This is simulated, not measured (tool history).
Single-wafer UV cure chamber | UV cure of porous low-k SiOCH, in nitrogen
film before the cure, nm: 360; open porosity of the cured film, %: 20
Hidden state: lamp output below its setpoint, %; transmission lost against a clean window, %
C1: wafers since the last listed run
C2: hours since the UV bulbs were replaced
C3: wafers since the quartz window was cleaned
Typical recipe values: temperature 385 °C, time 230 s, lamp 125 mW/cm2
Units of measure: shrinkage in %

Run 1, hour 0: usual settings; C1 0; C2 807.4; C3 1849. Result: shrinkage 11.352 %.
Run 2, hour 98.1: usual settings; C1 595; C2 905.5; C3 2444. Result: shrinkage 11.117 %.
At hour 187.3: quartz window cleaned.
Run 3, hour 187.8: usual settings; C1 495; C2 995.2; C3 3. Result: shrinkage 11.89 %.
Run 4, hour 286.3: usual settings; C1 597; C2 1093.7; C3 600. Result: shrinkage 11.758 %.
Run 5, hour 334: usual settings; C1 289; C2 1141.4; C3 890. Result: shrinkage 11.879 %.
Run 6, hour 422.9: usual settings but time 160 s, lamp 141 mW/cm2; C1 539; C2 1230.3; C3 1429. Result: shrinkage 10.415 %.
Run 7, hour 494.4: usual settings but time 160 s, lamp 141 mW/cm2; C1 433; C2 1301.8; C3 1863. Result: shrinkage 10.393 %.
Run 8, hour 562.7: usual settings but time 160 s, lamp 141 mW/cm2; C1 414; C2 1370.1; C3 2278. Result: shrinkage 10.147 %.
At hour 618.5: quartz window cleaned.
Run 9, hour 663.5: usual settings; C1 563; C2 1470.9; C3 273. Result: shrinkage 12.141 %.
Run 10, hour 720.4: usual settings; C1 345; C2 1527.8; C3 618. Result: shrinkage 11.905 %.
Run 11, hour 782.9: usual settings but time 155 s; C1 379; C2 1590.3; C3 997. Result: shrinkage 10.065 %.
Run 12, hour 869.3: usual settings but time 155 s; C1 524; C2 1676.7; C3 1522. Result: shrinkage 9.858 %.
Run 13, hour 942: usual settings but time 155 s; C1 441; C2 1749.4; C3 1963. Result: shrinkage 9.762 %.
Run 14, hour 1028.1: usual settings; C1 522; C2 1835.5; C3 2486. Result: shrinkage 11.375 %.
Run 15, hour 1092.9: usual settings; C1 393; C2 1900.3; C3 2879. Result: shrinkage 11.123 %.
At hour 1116.2: quartz window cleaned.
Run 16, hour 1291.9: usual settings; C1 1159; C2 2099.3; C3 1066. Result: shrinkage 11.544 %.
Run 17, hour 1382.9: usual settings but temperature 403 °C, time 295 s, lamp 110 mW/cm2; C1 552; C2 2190.3; C3 1619. Result: shrinkage 12.447 %.
At hour 1413.7: UV bulbs replaced.
Run 18, hour 1435.2: usual settings but time 345 s, lamp 144 mW/cm2; C1 268; C2 21.5; C3 1887. Result: shrinkage 13.968 %.
Run 19, hour 1496.7: usual settings but temperature 395 °C, time 315 s; C1 373; C2 83; C3 2261. Result: shrinkage 12.88 %.
Run 20, hour 1544.5: usual settings but temperature 405 °C, time 140 s, lamp 160 mW/cm2; C1 290; C2 130.8; C3 2551. Result: shrinkage 10.284 %.
At hour 1566.3: quartz window cleaned.
Run 21, hour 1623.7: usual settings but time 150 s, lamp 114 mW/cm2; C1 432; C2 210; C3 348. Result: shrinkage 9.721 %.
Run 22, hour 1720.8: usual settings but temperature 404 °C, lamp 100 mW/cm2; C1 589; C2 307.1; C3 937. Result: shrinkage 10.95 %.
Run 23, hour 1796.8: usual settings but lamp 107 mW/cm2; C1 461; C2 383.1; C3 1398. Result: shrinkage 11.041 %.
Run 24, hour 1832.9: usual settings but temperature 400 °C, time 130 s, lamp 138 mW/cm2; C1 219; C2 419.2; C3 1618. Result: shrinkage 9.819 %.
Run 25, hour 1895.9: usual settings but temperature 394 °C, time 300 s; C1 382; C2 482.2; C3 2000. Result: shrinkage 12.851 %.
Run 26, hour 1999.3: usual settings but temperature 398 °C, time 105 s, lamp 95 mW/cm2; C1 627; C2 585.6; C3 2628. Result: shrinkage 6.989 %.
At hour 2009.8: quartz window cleaned.
Run 27, hour 2064.4: usual settings but temperature 404 °C, time 320 s, lamp 100 mW/cm2; C1 346; C2 650.7; C3 331. Result: shrinkage 12.548 %.
Run 28, hour 2154.6: usual settings; C1 547; C2 740.9; C3 878. Result: shrinkage 11.757 %.
Run 29, hour 2194.7: usual settings; C1 243; C2 781; C3 1121. Result: shrinkage 11.601 %.
Run 30, hour 2275.2: usual settings but time 335 s, lamp 90 mW/cm2; C1 488; C2 861.5; C3 1610. Result: shrinkage 11.669 %.
Run 31, hour 2365.5: usual settings but temperature 401 °C, time 100 s, lamp 137 mW/cm2; C1 548; C2 951.8; C3 2158. Result: shrinkage 8.56 %.
Run 32, hour 2463.8: usual settings; C1 596; C2 1050.1; C3 2755. Result: shrinkage 10.941 %.

Predict each of these 3 candidate next runs independently; none follows another, all start after run 32:
Run A, hour 2464.3: usual settings but temperature 401 °C; C1 3; C2 1050.6; C3 2758. Result: shrinkage ?.
Run B, hour 2464.3: usual settings but temperature 390 °C, lamp 103 mW/cm2; C1 3; C2 1050.6; C3 2758. Result: shrinkage ?.
Run C, hour 2464.3: usual settings but time 190 s, lamp 93 mW/cm2; C1 3; C2 1050.6; C3 2758. Result: shrinkage ?.

run  shrinkage
  A     11.368
  B     10.333
  C      9.005
Without the tool's hidden state the same runs would have given:
run  shrinkage
  A     12.289
  B      11.23
  C      9.869
